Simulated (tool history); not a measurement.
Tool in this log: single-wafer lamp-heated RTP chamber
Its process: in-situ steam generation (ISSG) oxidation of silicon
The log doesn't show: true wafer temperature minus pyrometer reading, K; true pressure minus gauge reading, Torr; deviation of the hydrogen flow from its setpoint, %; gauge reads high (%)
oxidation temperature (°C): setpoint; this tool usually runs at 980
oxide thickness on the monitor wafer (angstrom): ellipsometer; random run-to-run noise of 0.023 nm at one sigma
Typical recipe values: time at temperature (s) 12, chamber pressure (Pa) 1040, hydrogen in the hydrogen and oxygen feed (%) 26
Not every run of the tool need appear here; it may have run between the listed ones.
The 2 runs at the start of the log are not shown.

| run | hour | oxidation temperature (°C) | time at temperature (s) | chamber pressure (Pa) | hydrogen in the hydrogen and oxygen feed (%) | wafers since the last listed run | wafers since the last pyrometer calibration | hours since the pressure gauge was zeroed | hours since the hydrogen flow controller was replaced | hours since the gauge calibration | read-back reference wafer on the same gauge, thickness | oxide thickness on the monitor wafer (angstrom) |
|---|---|---|---|---|---|---|---|---|---|---|---|---|
| 3 | 53.7 | 980 | 12 | 1040 | 26 | 246 | 3764 | 4606.0 | 4446.9 | 235.0 | 4.677 | 44.52 |
| 4 | 67.0 | 980 | 12 | 1040 | 26 | 106 | 3870 | 4619.3 | 4460.2 | 248.3 | 4.682 | 44.53 |
| 5 | 159.5 | 980 | 9 | 1040 | 23 | 740 | 4611 | 4711.8 | 4552.7 | 340.8 | 4.679 | 38.30 |
| 6 | 171.9 | 980 | 15 | 1040 | 26 | 99 | 4710 | 4724.2 | 4565.1 | 353.2 | 4.680 | 49.14 |
| 7 | 207.3 | 980 | 12 | 1040 | 26 | 283 | 4994 | 4759.6 | 4600.5 | 388.6 | 4.679 | 45.00 |
| 8 | 235.6 | 980 | 12 | 1040 | 26 | 226 | 5220 | 4787.9 | 4628.8 | 416.9 | 4.679 | 44.95 |
| 9 | 266.5 | 980 | 12 | 1040 | 26 | 247 | 5468 | 4818.8 | 4659.7 | 447.8 | 4.681 | 44.81 |
| 10 | 295.2 | 980 | 12 | 1040 | 26 | 229 | 5697 | 4847.5 | 4688.4 | 476.5 | 4.675 | 45.20 |
| 11 | 320.1 | 980 | 12 | 1040 | 26 | 199 | 5897 | 4872.4 | 4713.3 | 501.4 | 4.680 | 45.14 |
|  | 332.6 | hydrogen flow controller replaced |
| 12 | 346.5 | 980 | 12 | 1040 | 26 | 147 | 6044 | 4898.8 | 13.9 | 527.8 | 4.687 | 45.00 |
|  | 361.1 | gauge calibrated |
| 13 | 368.1 | 980 | 12 | 1173 | 26 | 172 | 6217 | 4920.4 | 35.5 | 7.0 | 4.679 | 44.82 |
|  | 399.9 | pressure gauge zeroed |
| 14 | 400.4 | 980 | 12 | 1040 | 28 | 194 | 6412 | 0.5 | 67.8 | 39.3 | 4.678 | 45.97 |
| 15 | 423.7 | 986 | 12 | 1093 | 17 | 186 | 6598 | 23.8 | 91.1 | 62.6 | 4.685 | 41.10 |
| 16 | 457.9 | 980 | 12 | 1040 | 26 | 273 | 6872 | 58.0 | 125.3 | 96.8 | 4.682 | 45.26 |
| 17 | 478.7 | 973 | 12 | 1173 | 26 | 166 | 7039 | 78.8 | 146.1 | 117.6 | 4.675 | 43.13 |
| 18 | 504.8 | 980 | 12 | 1040 | 26 | 208 | 7248 | 104.9 | 172.2 | 143.7 | 4.685 | 45.20 |
| 19 | 534.2 | 980 | 12 | 960 | 18 | 235 | 7483 | 134.3 | 201.6 | 173.1 | 4.669 | 41.15 |
| 20 | 562.5 | 980 | 12 | 1227 | 26 | 226 | 7710 | 162.6 | 229.9 | 201.4 | 4.672 | 44.45 |
| 21 | 576.0 | 980 | 12 | 987 | 20 | 108 | 7818 | 176.1 | 243.4 | 214.9 | 4.673 | 42.14 |
|  | 599.0 | pyrometer window cleaned and pyrometer calibrated |
| 22 | 599.5 | 980 | 12 | 1227 | 32 | 124 | 3 | 199.6 | 266.9 | 238.4 | 4.678 | 45.73 |
| 23 | 627.1 | 992 | 12 | 920 | 32 | 220 | 224 | 227.2 | 294.5 | 266.0 | 4.681 | 48.12 |
| 24 | 642.9 | 980 | 16 | 1173 | 26 | 126 | 351 | 243.0 | 310.3 | 281.8 | 4.673 | 49.17 |
| 25 | 657.7 | 980 | 9 | 1040 | 26 | 118 | 469 | 257.8 | 325.1 | 296.6 | 4.679 | 39.70 |
| 26 | 671.0 | 980 | 12 | 1160 | 26 | 106 | 576 | 271.1 | 338.4 | 309.9 | 4.678 | 43.68 |

For run 27, what comes out?
| 27 | 703.0 | 980 | 12 | 1040 | 26 | 256 | 832 | 303.1 | 370.4 | 341.9 | ? | ? |

read-back reference wafer on the same gauge, thickness: 4.671
oxide thickness on the monitor wafer (angstrom): 44.28
Minus the tool's unlogged condition, the same run would have read oxide thickness on the monitor wafer (angstrom) 43.79.

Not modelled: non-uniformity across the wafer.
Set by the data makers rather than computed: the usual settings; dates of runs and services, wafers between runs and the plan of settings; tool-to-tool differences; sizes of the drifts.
